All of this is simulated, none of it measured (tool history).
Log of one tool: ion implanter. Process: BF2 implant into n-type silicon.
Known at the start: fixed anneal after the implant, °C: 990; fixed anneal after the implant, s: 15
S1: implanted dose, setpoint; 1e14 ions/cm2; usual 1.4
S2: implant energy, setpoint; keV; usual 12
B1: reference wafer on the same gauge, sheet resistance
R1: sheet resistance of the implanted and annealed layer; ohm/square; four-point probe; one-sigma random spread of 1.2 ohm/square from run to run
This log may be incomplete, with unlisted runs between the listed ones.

{"run": 1, "hour": 0.0, "S1": 1.4, "S2": 12, "B1": 813.71, "R1": 793.58}
{"run": 2, "hour": 97.0, "S1": 1.4, "S2": 12, "B1": 812.81, "R1": 794.6}
{"run": 3, "hour": 169.6, "S1": 1.4, "S2": 12, "B1": 812.99, "R1": 792.51}
{"run": 4, "hour": 245.1, "S1": 1.4, "S2": 12, "B1": 812.95, "R1": 793.75}
{"run": 5, "hour": 306.6, "S1": 1.4, "S2": 12, "B1": 812.86, "R1": 794.6}
{"run": 6, "hour": 388.9, "S1": 1.07, "S2": 14, "B1": 812.87, "R1": 991.85}
{"run": 7, "hour": 439.2, "S1": 1.51, "S2": 10, "B1": 812.74, "R1": 764.5}
{"run": 8, "hour": 512.9, "S1": 1.6, "S2": 12, "B1": 812.18, "R1": 708.01}
{"run": 9, "hour": 598.9, "S1": 1.4, "S2": 12, "B1": 812.66, "R1": 797.94}
{"run": 10, "hour": 684.1, "S1": 1.4, "S2": 12, "B1": 813.12, "R1": 799.39}
{"hour": 738.0, "done": "Faraday cup replaced and dose calibrated"}
{"run": 11, "hour": 771.6, "S1": 1.49, "S2": 12, "B1": 813, "R1": 748.66}
{"run": 12, "hour": 847.6, "S1": 1.49, "S2": 12, "B1": 813.37, "R1": 749.06}
{"run": 13, "hour": 935.1, "S1": 1.4, "S2": 12, "B1": 812.74, "R1": 791.05}
{"run": 14, "hour": 1021.9, "S1": 1.77, "S2": 16, "B1": 812.52, "R1": 619.91}
{"run": 15, "hour": 1060.3, "S1": 1.15, "S2": 9, "B1": 813.17, "R1": 966.52}
{"run": 16, "hour": 1118.0, "S1": 1.4, "S2": 12, "B1": 812.78, "R1": 792.73}
{"hour": 1161.6, "done": "gauge calibrated"}
{"hour": 1251.8, "done": "extraction supply calibrated"}
{"run": 17, "hour": 1336.0, "S1": 1.76, "S2": 15.5, "B1": 812.95, "R1": 628.91}
{"run": 18, "hour": 1395.6, "S1": 1.4, "S2": 12, "B1": 813.29, "R1": 796.88}
{"hour": 1491.3, "done": "Faraday cup replaced and dose calibrated"}
{"run": 19, "hour": 1495.9, "S1": 1.11, "S2": 13.5, "B1": 812.98, "R1": 960.23}
{"run": 20, "hour": 1578.9, "S1": 1.74, "S2": 12, "B1": 812.72, "R1": 657.82}
{"run": 21, "hour": 1660.8, "S1": 1.4, "S2": 12, "B1": 813.29, "R1": 792.87}
{"run": 22, "hour": 1749.1, "S1": 1.51, "S2": 9.5, "B1": 813.2, "R1": 766.6}
{"run": 23, "hour": 1788.4, "S1": 1.14, "S2": 15.5, "B1": 812.35, "R1": 924.54}
{"run": 24, "hour": 1825.5, "S1": 1.52, "S2": 10.5, "B1": 813.57, "R1": 752.66}
{"run": 25, "hour": 1869.0, "S1": 1.72, "S2": 15.5, "B1": 813.2, "R1": 642.95}
{"run": 26, "hour": 1941.0, "S1": 1.74, "S2": 9, "B1": 812.65, "R1": 692.13}

4 options for the next run, each taken on its own from the tool as it stands now. Forecast them:
{"run": "A", "hour": 1941.4, "S1": 1.58, "S2": 12, "B1": "?", "R1": "?"}
{"run": "B", "hour": 1941.4, "S1": 1.78, "S2": 12, "B1": "?", "R1": "?"}
{"run": "C", "hour": 1941.4, "S1": 1.68, "S2": 15.5, "B1": "?", "R1": "?"}
{"run": "D", "hour": 1941.4, "S1": 1.09, "S2": 9, "B1": "?", "R1": "?"}

run=A B1=813.17 R1=717.14
run=B B1=813.17 R1=647.41
run=C B1=813.17 R1=657.43
run=D B1=813.17 R1=1016.03
Take away the tool's hidden state, keep each run's random variation, and the runs would have read:
run=A R1=713.55
run=B R1=644.23
run=C R1=654.04
run=D R1=1011.05
